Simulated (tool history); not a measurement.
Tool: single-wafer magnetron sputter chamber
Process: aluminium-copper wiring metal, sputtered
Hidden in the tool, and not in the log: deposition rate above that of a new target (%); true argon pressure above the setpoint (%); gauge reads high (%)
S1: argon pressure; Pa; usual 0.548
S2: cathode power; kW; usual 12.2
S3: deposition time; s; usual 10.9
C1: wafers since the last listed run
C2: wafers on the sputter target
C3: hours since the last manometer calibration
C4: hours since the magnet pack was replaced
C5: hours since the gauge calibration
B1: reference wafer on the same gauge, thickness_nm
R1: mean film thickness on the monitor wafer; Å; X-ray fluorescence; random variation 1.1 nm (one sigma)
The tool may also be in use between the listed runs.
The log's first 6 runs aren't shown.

Run 7, hour 351.3: usual settings; C1 1723; C2 3345; C3 437.6; C4 6160; C5 1352.5; B1 232.575. Result: R1 2221.95 Å.
Run 8, hour 376.9: usual settings; C1 665; C2 4011; C3 463.2; C4 6185.6; C5 1378.1; B1 232.171. Result: R1 2221.9 Å.
Run 9, hour 447.2: usual settings; C1 1827; C2 5839; C3 533.5; C4 6255.9; C5 1448.4; B1 232.115. Result: R1 2215.66 Å.
Run 10, hour 482.6: usual settings; C1 920; C2 6759; C3 568.9; C4 6291.3; C5 1483.8; B1 231.803. Result: R1 2197.36 Å.
At hour 538.5: gauge calibrated.
At hour 562.2: sputter target and shields replaced.
Run 11, hour 684.2: usual settings; C1 5033; C2 3170; C3 770.5; C4 6492.9; C5 145.7; B1 231.793. Result: R1 2206.15 Å.
Run 12, hour 722.6: usual settings; C1 998; C2 4169; C3 808.9; C4 6531.3; C5 184.1; B1 231.647. Result: R1 2216.14 Å.
At hour 746.5: magnet pack replaced.
Run 13, hour 780.8: usual settings but S1 0.682 Pa; C1 1305; C2 5474; C3 867.1; C4 34.3; C5 242.3; B1 231.649. Result: R1 2060.32 Å.
Run 14, hour 850.2: usual settings but S1 0.682 Pa; C1 1804; C2 7279; C3 936.5; C4 103.7; C5 311.7; B1 232.169. Result: R1 2051.54 Å.
At hour 861.2: sputter target and shields replaced.
Run 15, hour 903.3: usual settings but S1 0.682 Pa; C1 1172; C2 1095; C3 989.6; C4 156.8; C5 364.8; B1 232.06. Result: R1 2105.95 Å.
Run 16, hour 950.2: usual settings but S2 14.7 kW; C1 1219; C2 2314; C3 1036.5; C4 203.7; C5 411.7; B1 231.938. Result: R1 2674.85 Å.
Run 17, hour 997.2: usual settings but S1 0.647 Pa, S2 14.05 kW; C1 1222; C2 3536; C3 1083.5; C4 250.7; C5 458.7; B1 231.594. Result: R1 2419.25 Å.
Run 18, hour 1031.6: usual settings; C1 894; C2 4431; C3 1117.9; C4 285.1; C5 493.1; B1 231.745. Result: R1 2201.42 Å.
Run 19, hour 1062.5: usual settings but S1 0.439 Pa, S2 11.25 kW; C1 803; C2 5234; C3 1148.8; C4 316; C5 524; B1 232.128. Result: R1 2153.01 Å.
At hour 1099: capacitance manometer re-zeroed and calibrated.
Run 20, hour 1109.5: usual settings but S2 14.7 kW, S3 11.6 s; C1 1014; C2 6248; C3 10.5; C4 363; C5 571; B1 232.359. Result: R1 2822.18 Å.
At hour 1152.7: sputter target and shields replaced.
Run 21, hour 1156.3: usual settings but S1 0.418 Pa, S3 10.1 s; C1 1008; C2 93; C3 57.3; C4 409.8; C5 617.8; B1 231.936. Result: R1 2255.74 Å.
Run 22, hour 1217.2: usual settings but S1 0.76 Pa, S2 10.7 kW, S3 9.7 s; C1 1583; C2 1676; C3 118.2; C4 470.7; C5 678.7; B1 232.025. Result: R1 1554.81 Å.
Run 23, hour 1273.7: usual settings; C1 1469; C2 3145; C3 174.7; C4 527.2; C5 735.2; B1 232.53. Result: R1 2222.67 Å.
Run 24, hour 1310.5: usual settings but S1 0.631 Pa, S2 13.35 kW, S3 9.2 s; C1 956; C2 4102; C3 211.5; C4 564; C5 772; B1 232.333. Result: R1 1959.16 Å.
Run 25, hour 1356.5: usual settings; C1 1196; C2 5298; C3 257.5; C4 610; C5 818; B1 231.698. Result: R1 2194.41 Å.
Run 26, hour 1393.1: usual settings; C1 951; C2 6249; C3 294.1; C4 646.6; C5 854.6; B1 231.394. Result: R1 2180.44 Å.
At hour 1454.7: sputter target and shields replaced.
Run 27, hour 1455.2: usual settings but S1 0.474 Pa, S2 10.4 kW, S3 10.1 s; C1 1406; C2 13; C3 356.2; C4 708.7; C5 916.7; B1 232.648. Result: R1 1869.83 Å.
Run 28, hour 1479.5: usual settings but S3 9.2 s; C1 631; C2 645; C3 380.5; C4 733; C5 941; B1 232.009. Result: R1 1911.46 Å.
Run 29, hour 1542.7: usual settings but S2 13.8 kW; C1 1643; C2 2288; C3 443.7; C4 796.2; C5 1004.2; B1 232.661. Result: R1 2520.28 Å.
Run 30, hour 1575: usual settings but S2 13.4 kW, S3 9.9 s; C1 839; C2 3128; C3 476; C4 828.5; C5 1036.5; B1 232.013. Result: R1 2211.52 Å.

Forecast each of these 4 alternatives for the next run:
Run A, hour 1575.4: usual settings but S1 0.378 Pa; C1 10; C2 3139; C3 476.4; C4 828.9; C5 1036.9; B1 ?. Result: R1 ?.
Run B, hour 1575.4: usual settings but S1 0.427 Pa, S2 10.9 kW, S3 13 s; C1 10; C2 3139; C3 476.4; C4 828.9; C5 1036.9; B1 ?. Result: R1 ?.
Run C, hour 1575.4: usual settings but S1 0.492 Pa, S2 13.65 kW; C1 10; C2 3139; C3 476.4; C4 828.9; C5 1036.9; B1 ?. Result: R1 ?.
Run D, hour 1575.4: usual settings but S1 0.431 Pa; C1 10; C2 3139; C3 476.4; C4 828.9; C5 1036.9; B1 ?. Result: R1 ?.

run       B1       R1
  A  232.085  2420.42
  B  232.085  2509.73
  C  232.085  2542.69
  D  232.085  2350.08
Without the tool's hidden state the same runs would have given:
run       R1
  A  2485.13
  B  2576.84
  C  2610.68
  D  2412.91
